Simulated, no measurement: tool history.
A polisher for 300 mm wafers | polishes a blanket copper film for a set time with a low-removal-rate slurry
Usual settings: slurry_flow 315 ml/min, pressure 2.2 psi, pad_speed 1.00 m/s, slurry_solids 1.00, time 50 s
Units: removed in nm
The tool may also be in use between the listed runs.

| run | day | slurry_flow | pressure | pad_speed | slurry_solids | time | wafers since the last listed run | wafers polished on this pad | hours since the slurry nozzle was cleaned | hours since the head pressure was calibrated | hours since the slurry blender was calibrated | incoming thickness of the incoming film, nm | removed |
|---|---|---|---|---|---|---|---|---|---|---|---|---|---|
| 1 | 0.000 | 315 | 2.2 | 1.00 | 1.00 | 50 | 0 | 1161 | 643.7 | 424.6 | 114.4 | 1457.8 | 84.5 |
| 2 | 0.338 | 315 | 2.2 | 1.00 | 1.00 | 50 | 109 | 1270 | 651.8 | 432.7 | 122.5 | 1466.6 | 83.8 |
| 3 | 0.771 | 315 | 2.2 | 1.00 | 1.00 | 50 | 140 | 1410 | 662.2 | 443.1 | 132.9 | 1467.3 | 83.3 |
|  | 0.958 | worn pad replaced by a new one |
| 4 | 2.712 | 315 | 2.2 | 1.00 | 1.00 | 50 | 573 | 567 | 708.8 | 489.7 | 179.5 | 1468.9 | 86.0 |
| 5 | 3.246 | 315 | 2.2 | 1.00 | 1.00 | 50 | 172 | 739 | 721.6 | 502.5 | 192.3 | 1484.0 | 84.7 |
|  | 3.896 | slurry blender recalibrated |
| 6 | 3.917 | 315 | 2.2 | 1.00 | 1.00 | 50 | 189 | 929 | 737.7 | 518.6 | 0.5 | 1460.9 | 84.7 |
| 7 | 4.542 | 315 | 2.2 | 1.00 | 1.00 | 50 | 202 | 1131 | 752.7 | 533.6 | 15.5 | 1487.6 | 83.3 |
| 8 | 4.896 | 315 | 2.2 | 1.00 | 1.00 | 50 | 114 | 1246 | 761.2 | 542.1 | 24.0 | 1442.6 | 81.6 |
|  | 5.192 | worn pad replaced by a new one |
| 9 | 5.212 | 315 | 2.2 | 1.00 | 1.00 | 50 | 48 | 6 | 768.8 | 549.7 | 31.6 | 1466.0 | 85.9 |
|  | 5.592 | head pressure recalibrated |
| 10 | 5.729 | 315 | 2.2 | 0.78 | 1.00 | 50 | 140 | 146 | 781.2 | 3.3 | 44.0 | 1460.7 | 75.3 |
|  | 6.467 | slurry nozzle cleaned |
| 11 | 6.483 | 315 | 2.2 | 0.78 | 1.00 | 50 | 230 | 376 | 0.4 | 21.4 | 62.1 | 1452.4 | 74.1 |
| 12 | 7.117 | 315 | 2.2 | 1.00 | 1.25 | 59 | 204 | 581 | 15.6 | 36.6 | 77.3 | 1485.0 | 108.3 |
| 13 | 7.558 | 315 | 2.2 | 1.00 | 1.00 | 50 | 142 | 724 | 26.2 | 47.2 | 87.9 | 1458.5 | 87.7 |
| 14 | 8.288 | 260 | 1.6 | 1.00 | 0.85 | 64 | 235 | 960 | 43.7 | 64.7 | 105.4 | 1437.0 | 79.6 |
| 15 | 8.954 | 315 | 2.2 | 1.00 | 1.00 | 37 | 215 | 1175 | 59.7 | 80.7 | 121.4 | 1460.2 | 63.8 |
| 16 | 9.279 | 350 | 2.2 | 0.64 | 1.00 | 50 | 105 | 1280 | 67.5 | 88.5 | 129.2 | 1482.4 | 60.8 |
|  | 9.767 | worn pad replaced by a new one |
| 17 | 9.788 | 285 | 2.2 | 0.86 | 1.15 | 67 | 110 | 6 | 79.7 | 100.7 | 141.4 | 1463.6 | 111.2 |
| 18 | 10.483 | 315 | 2.2 | 1.00 | 1.00 | 50 | 225 | 231 | 96.4 | 117.4 | 158.1 | 1472.0 | 93.1 |
| 19 | 10.879 | 390 | 2.2 | 1.34 | 1.20 | 42 | 127 | 359 | 105.9 | 126.9 | 167.6 | 1463.8 | 102.6 |
| 20 | 11.600 | 315 | 2.2 | 1.00 | 1.00 | 50 | 233 | 592 | 123.2 | 144.2 | 184.9 | 1452.1 | 89.2 |
| 21 | 12.183 | 315 | 2.2 | 1.00 | 1.20 | 38 | 188 | 780 | 137.2 | 158.2 | 198.9 | 1476.0 | 69.0 |
| 22 | 12.708 | 315 | 2.2 | 1.00 | 1.00 | 50 | 169 | 950 | 149.8 | 170.8 | 211.5 | 1456.2 | 87.3 |
|  | 12.862 | slurry blender recalibrated |
| 23 | 13.408 | 315 | 2.9 | 1.22 | 1.00 | 55 | 199 | 1149 | 166.6 | 187.6 | 13.1 | 1454.1 | 148.1 |
| 24 | 14.092 | 275 | 2.2 | 0.82 | 1.20 | 34 | 220 | 1370 | 183.0 | 204.0 | 29.5 | 1460.1 | 50.6 |
|  | 14.346 | worn pad replaced by a new one |
| 25 | 14.821 | 315 | 2.2 | 1.00 | 1.00 | 50 | 181 | 153 | 200.5 | 221.5 | 47.0 | 1440.2 | 91.0 |
| 26 | 15.346 | 315 | 2.7 | 1.18 | 1.20 | 37 | 169 | 322 | 213.1 | 234.1 | 59.6 | 1457.9 | 95.5 |
| 27 | 15.867 | 345 | 2.2 | 1.00 | 1.00 | 50 | 168 | 491 | 225.6 | 246.6 | 72.1 | 1469.2 | 90.8 |
| 28 | 16.550 | 315 | 2.2 | 0.84 | 0.70 | 50 | 220 | 712 | 242.0 | 263.0 | 88.5 | 1450.9 | 74.5 |
| 29 | 17.108 | 280 | 2.5 | 1.00 | 1.25 | 34 | 180 | 892 | 255.4 | 276.4 | 101.9 | 1432.6 | 69.1 |

Measured less the same run without the tool's hidden state. The same run-to-run variation is in both; the gauge's scatter may not be:
The hidden state here: removal rate lost through wear of the pad, %; slurry flow missing at the pad, %; deviation of the head's pressure from its setpoint, %; abrasive missing from the slurry, %.
| run | removed |
|---|---|
| 1 | -9.2 |
| 2 | -9.8 |
| 3 | -10.6 |
| 4 | -7.8 |
| 5 | -8.8 |
| 6 | -10.0 |
| 7 | -11.1 |
| 8 | -11.7 |
| 9 | -7.7 |
| 10 | -2.2 |
| 11 | -3.1 |
| 12 | -5.6 |
| 13 | -5.1 |
| 14 | -5.6 |
| 15 | -5.2 |
| 16 | -5.4 |
| 17 | -1.4 |
| 18 | -2.2 |
| 19 | -3.1 |
| 20 | -3.8 |
| 21 | -3.6 |
| 22 | -5.4 |
| 23 | -11.1 |
| 24 | -4.5 |
| 25 | -2.4 |
| 26 | -3.4 |
| 27 | -4.1 |
| 28 | -4.3 |
| 29 | -4.7 |

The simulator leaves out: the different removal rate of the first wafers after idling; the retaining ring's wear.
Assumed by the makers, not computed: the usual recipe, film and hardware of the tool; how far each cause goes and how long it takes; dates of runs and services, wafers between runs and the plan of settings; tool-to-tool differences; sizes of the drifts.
